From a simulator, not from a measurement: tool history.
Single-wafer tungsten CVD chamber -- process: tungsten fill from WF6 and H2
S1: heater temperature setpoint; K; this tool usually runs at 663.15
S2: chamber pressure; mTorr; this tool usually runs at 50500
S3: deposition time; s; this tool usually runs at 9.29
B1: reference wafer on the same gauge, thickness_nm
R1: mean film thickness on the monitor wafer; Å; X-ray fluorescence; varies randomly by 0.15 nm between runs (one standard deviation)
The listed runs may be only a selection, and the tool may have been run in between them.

{"run": 1, "day": 0.0, "S1": 663.15, "S2": 57900, "S3": 9.29, "B1": 27.149, "R1": 306.12}
{"run": 2, "day": 2.921, "S1": 663.15, "S2": 57900, "S3": 9.29, "B1": 27.194, "R1": 306.62}
{"run": 3, "day": 4.212, "S1": 663.15, "S2": 57900, "S3": 9.29, "B1": 27.192, "R1": 304.79}
{"run": 4, "day": 11.733, "S1": 663.15, "S2": 50500, "S3": 9.29, "B1": 27.277, "R1": 286.62}
{"run": 5, "day": 13.567, "S1": 663.15, "S2": 50500, "S3": 9.29, "B1": 27.311, "R1": 288.24}
{"run": 6, "day": 15.033, "S1": 663.15, "S2": 50500, "S3": 9.29, "B1": 27.317, "R1": 292.62}
{"run": 7, "day": 17.325, "S1": 663.15, "S2": 53400, "S3": 9.29, "B1": 27.361, "R1": 296.32}
{"run": 8, "day": 18.45, "S1": 663.15, "S2": 53400, "S3": 9.29, "B1": 27.343, "R1": 296.66}
{"run": 9, "day": 20.875, "S1": 663.15, "S2": 53400, "S3": 9.29, "B1": 27.415, "R1": 296.51}
{"run": 10, "day": 23.462, "S1": 663.15, "S2": 50500, "S3": 9.29, "B1": 27.454, "R1": 291.94}
{"run": 11, "day": 25.367, "S1": 663.15, "S2": 50500, "S3": 9.29, "B1": 27.491, "R1": 291.93}
{"day": 28.179, "done": "capacitance manometer re-zeroed and calibrated"}
{"run": 12, "day": 28.2, "S1": 663.15, "S2": 50500, "S3": 9.29, "B1": 27.555, "R1": 293.51}
{"run": 13, "day": 29.712, "S1": 663.15, "S2": 50500, "S3": 9.29, "B1": 27.624, "R1": 290.98}
{"run": 14, "day": 31.129, "S1": 663.15, "S2": 50500, "S3": 9.29, "B1": 27.639, "R1": 292.49}
{"day": 31.725, "done": "showerhead replaced"}
{"run": 15, "day": 33.442, "S1": 663.15, "S2": 50500, "S3": 9.29, "B1": 27.71, "R1": 292.02}
{"run": 16, "day": 35.962, "S1": 663.15, "S2": 50500, "S3": 9.29, "B1": 27.747, "R1": 292.86}
{"run": 17, "day": 37.392, "S1": 663.15, "S2": 46000, "S3": 9.29, "B1": 27.806, "R1": 280.14}
{"run": 18, "day": 39.488, "S1": 663.15, "S2": 50500, "S3": 9.29, "B1": 27.841, "R1": 292.64}
{"day": 40.725, "done": "thermocouple changed; heater temperature recalibrated"}
{"run": 19, "day": 41.483, "S1": 663.15, "S2": 62900, "S3": 7.45, "B1": 27.928, "R1": 261.94}
{"run": 20, "day": 44.358, "S1": 663.15, "S2": 59300, "S3": 9.29, "B1": 27.961, "R1": 315.91}
{"run": 21, "day": 46.346, "S1": 663.15, "S2": 50500, "S3": 9.29, "B1": 28.026, "R1": 294.78}
{"run": 22, "day": 48.108, "S1": 663.15, "S2": 50500, "S3": 9.29, "B1": 28.145, "R1": 296.7}
{"run": 23, "day": 54.458, "S1": 663.15, "S2": 50500, "S3": 10.53, "B1": 28.336, "R1": 338.38}
{"run": 24, "day": 57.108, "S1": 677.15, "S2": 42700, "S3": 10.5, "B1": 28.45, "R1": 392.61}
{"day": 57.858, "done": "gauge calibrated"}
{"run": 25, "day": 59.325, "S1": 669.15, "S2": 57000, "S3": 9.29, "B1": 27.456, "R1": 339.9}
{"run": 26, "day": 60.967, "S1": 663.15, "S2": 39600, "S3": 9.29, "B1": 27.447, "R1": 261.44}
{"run": 27, "day": 62.038, "S1": 663.15, "S2": 50500, "S3": 7.54, "B1": 27.489, "R1": 235.47}
{"run": 28, "day": 63.708, "S1": 676.15, "S2": 55500, "S3": 9.29, "B1": 27.456, "R1": 378.21}
{"run": 29, "day": 64.979, "S1": 663.15, "S2": 50500, "S3": 7.87, "B1": 27.475, "R1": 246.0}
{"run": 30, "day": 66.488, "S1": 675.15, "S2": 50500, "S3": 7.47, "B1": 27.44, "R1": 281.4}
{"run": 31, "day": 68.15, "S1": 663.15, "S2": 50500, "S3": 10.18, "B1": 27.429, "R1": 319.2}
{"run": 32, "day": 70.008, "S1": 663.15, "S2": 50500, "S3": 9.29, "B1": 27.496, "R1": 290.13}
{"run": 33, "day": 72.338, "S1": 663.15, "S2": 59200, "S3": 9.29, "B1": 27.472, "R1": 313.01}
{"run": 34, "day": 74.0, "S1": 659.15, "S2": 44000, "S3": 10.5, "B1": 27.511, "R1": 286.62}
{"run": 35, "day": 75.162, "S1": 663.15, "S2": 50500, "S3": 9.29, "B1": 27.49, "R1": 289.79}

Table of differences, measured result less the result of that run with no hidden state. Run-to-run variation is the same in both. Gauge scatter possibly is not:
Hidden state at play: wafer temperature above the value expected at the setpoint (K); true pressure above the setpoint (%); gauge reads high (%).
run=1 R1=-1.47
run=2 R1=-1.24
run=3 R1=-1.13
run=4 R1=-0.23
run=5 R1=+0.02
run=6 R1=+0.25
run=7 R1=+0.63
run=8 R1=+0.82
run=9 R1=+1.26
run=10 R1=+1.75
run=11 R1=+2.15
run=12 R1=+2.78
run=13 R1=+3.11
run=14 R1=+3.47
run=15 R1=+4.05
run=16 R1=+4.72
run=17 R1=+4.89
run=18 R1=+5.70
run=19 R1=+5.63
run=20 R1=+7.75
run=21 R1=+7.86
run=22 R1=+8.50
run=23 R1=+12.25
run=24 R1=+15.52
run=25 R1=+1.77
run=26 R1=+1.38
run=27 R1=+1.27
run=28 R1=+2.10
run=29 R1=+1.40
run=30 R1=+1.68
run=31 R1=+1.99
run=32 R1=+1.94
run=33 R1=+2.28
run=34 R1=+2.24
run=35 R1=+2.38

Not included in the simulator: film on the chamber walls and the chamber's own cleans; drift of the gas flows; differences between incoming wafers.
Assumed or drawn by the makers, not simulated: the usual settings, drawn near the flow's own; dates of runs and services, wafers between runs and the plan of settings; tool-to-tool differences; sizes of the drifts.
